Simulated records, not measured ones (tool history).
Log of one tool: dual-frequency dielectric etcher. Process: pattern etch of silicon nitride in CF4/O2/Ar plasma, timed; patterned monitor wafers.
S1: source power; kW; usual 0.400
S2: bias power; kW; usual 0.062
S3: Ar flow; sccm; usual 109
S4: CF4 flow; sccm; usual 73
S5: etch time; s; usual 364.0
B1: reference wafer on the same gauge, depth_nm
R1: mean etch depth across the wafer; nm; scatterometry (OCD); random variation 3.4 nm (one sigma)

| run | hour | S1 | S2 | S3 | S4 | S5 | B1 | R1 |
|---|---|---|---|---|---|---|---|---|
| 1 | 0.0 | 0.400 | 0.062 | 109 | 57 | 364.0 | 645.1 | 545.0 |
|  | 58.0 | wet clean of the chamber |
| 2 | 61.3 | 0.430 | 0.062 | 109 | 83 | 364.0 | 644.3 | 617.9 |
| 3 | 85.7 | 0.360 | 0.046 | 109 | 60 | 364.0 | 646.9 | 445.9 |
| 4 | 126.7 | 0.330 | 0.048 | 109 | 73 | 364.0 | 646.4 | 422.1 |
| 5 | 162.1 | 0.400 | 0.062 | 109 | 73 | 364.0 | 647.2 | 565.9 |
| 6 | 228.0 | 0.400 | 0.062 | 109 | 73 | 300.0 | 646.7 | 465.8 |
| 7 | 270.0 | 0.400 | 0.062 | 127 | 73 | 364.0 | 649.2 | 553.8 |
| 8 | 316.5 | 0.400 | 0.062 | 109 | 73 | 364.0 | 650.8 | 563.6 |
|  | 360.7 | upper electrode replaced |
| 9 | 372.1 | 0.400 | 0.062 | 109 | 62 | 364.0 | 650.4 | 561.4 |
| 10 | 402.7 | 0.400 | 0.062 | 109 | 73 | 441.0 | 651.7 | 691.0 |
| 11 | 456.5 | 0.400 | 0.055 | 94 | 73 | 411.0 | 655.1 | 630.9 |
| 12 | 502.2 | 0.400 | 0.062 | 109 | 73 | 364.0 | 652.5 | 571.2 |
| 13 | 550.1 | 0.400 | 0.062 | 109 | 73 | 364.0 | 656.0 | 574.3 |
|  | 584.6 | wet clean of the chamber |
| 14 | 585.1 | 0.400 | 0.062 | 109 | 73 | 264.0 | 655.3 | 410.4 |
| 15 | 628.7 | 0.400 | 0.069 | 128 | 80 | 441.0 | 658.2 | 721.5 |
| 16 | 687.3 | 0.400 | 0.062 | 109 | 73 | 312.5 | 659.3 | 494.5 |
| 17 | 749.5 | 0.400 | 0.062 | 109 | 73 | 364.0 | 662.1 | 570.7 |
| 18 | 779.5 | 0.400 | 0.062 | 109 | 73 | 364.0 | 661.7 | 579.7 |
| 19 | 830.2 | 0.430 | 0.046 | 130 | 73 | 274.5 | 663.3 | 416.6 |
| 20 | 877.0 | 0.400 | 0.062 | 135 | 73 | 364.0 | 665.6 | 564.7 |
| 21 | 915.7 | 0.400 | 0.062 | 94 | 73 | 415.0 | 666.0 | 670.4 |
| 22 | 977.8 | 0.400 | 0.069 | 128 | 80 | 441.0 | 666.5 | 739.3 |

3 ways to go on from here, each from the tool as it stands after run 22. What would each give?
| A | 978.3 | 0.400 | 0.062 | 101 | 73 | 364.0 | ? | ? |
| B | 978.3 | 0.400 | 0.062 | 125 | 56 | 364.0 | ? | ? |
| C | 978.3 | 0.330 | 0.062 | 109 | 66 | 364.0 | ? | ? |

| run | B1 | R1 |
|---|---|---|
| A | 667.3 | 583.9 |
| B | 667.3 | 549.8 |
| C | 667.3 | 466.3 |
Without the tool's hidden state the same runs would have given:
| run | R1 |
|---|---|
| A | 561.8 |
| B | 529.0 |
| C | 448.6 |
